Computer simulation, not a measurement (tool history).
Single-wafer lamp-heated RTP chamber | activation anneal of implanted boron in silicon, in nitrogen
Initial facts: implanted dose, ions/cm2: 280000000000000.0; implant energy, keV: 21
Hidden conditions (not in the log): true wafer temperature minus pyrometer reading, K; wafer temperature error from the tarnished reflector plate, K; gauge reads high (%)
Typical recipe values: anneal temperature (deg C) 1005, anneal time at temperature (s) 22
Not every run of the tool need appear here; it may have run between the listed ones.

run	hour	anneal temperature (deg C)	anneal time at temperature (s)	wafers since the last listed run	wafers since the last pyrometer calibration	wafers since the reflector plate was cleaned	hours since the gauge calibration	read-back reference wafer on the same gauge, sheet resistance	sheet resistance of the implanted and annealed layer (ohm/square)
1	0.0	1005	22	0	316	11458	114.6	361.18	378.97
2	13.6	1005	12	144	461	11602	128.2	361.06	381.57
3	24.8	1005	12	118	580	11721	139.4	360.92	381.49
4	71.6	1005	12	496	1076	12218	186.2	360.94	380.98
5	80.9	999	22	98	1175	12317	195.5	360.93	380.69
6	90.1	999	22	97	1273	12414	204.7	361.00	380.32
7	105.9	999	22	167	1441	12582	220.5	361.33	380.43
8	121.1	1005	26	161	1602	12744	235.7	360.79	378.15
9	132.7	1005	26	123	1725	12867	247.3	360.90	378.20
# hour 141.5: gauge calibrated
10	150.4	982	28	187	1913	13055	8.9	360.96	385.04
11	163.6	1005	22	140	2053	13195	22.1	360.92	377.93
12	174.1	1005	22	111	2165	13306	32.6	361.02	376.89
13	186.1	1005	22	127	2292	13434	44.6	361.04	376.56
14	199.6	1005	22	143	2435	13577	58.1	361.21	376.43
# hour 210.7: pyrometer window cleaned and pyrometer calibrated
15	216.6	1020	13	95	62	13673	75.1	360.98	376.97
16	227.2	1026	19	112	175	13785	85.7	360.97	376.48
17	242.6	1016	14	163	338	13949	101.1	360.60	378.77
18	248.7	1005	18	64	403	14013	107.2	361.25	379.47
19	259.8	977	22	117	521	14131	118.3	360.98	397.43
20	266.3	1005	13	69	590	14200	124.8	361.12	381.06
# hour 274.7: reflector plate cleaned
21	276.9	985	22	27	618	22	135.4	360.94	388.93
22	294.0	1026	22	181	799	204	152.5	360.80	374.51
23	300.9	1005	22	73	872	277	159.4	360.94	379.10
24	317.4	993	22	175	1048	452	175.9	361.07	382.89
25	328.0	1005	22	112	1160	565	186.5	361.27	378.54
26	334.7	982	34	71	1231	636	193.2	361.16	386.82
27	345.1	997	14	110	1342	746	203.6	360.99	383.20

Table of differences, measured result less the result of that run with no hidden state. Run-to-run variation is the same in both. Gauge scatter possibly is not:
run	sheet resistance of the implanted and annealed layer (ohm/square)
1	-0.07
2	-0.18
3	-0.27
4	-0.87
5	-1.15
6	-1.33
7	-1.66
8	-1.31
9	-1.48
10	-5.81
11	-2.08
12	-2.24
13	-2.44
14	-2.65
15	-0.06
16	-0.05
17	-0.11
18	-0.24
19	-1.22
20	-0.41
21	-1.21
22	-0.21
23	-0.66
24	-1.69
25	-1.00
26	-3.06
27	-2.36
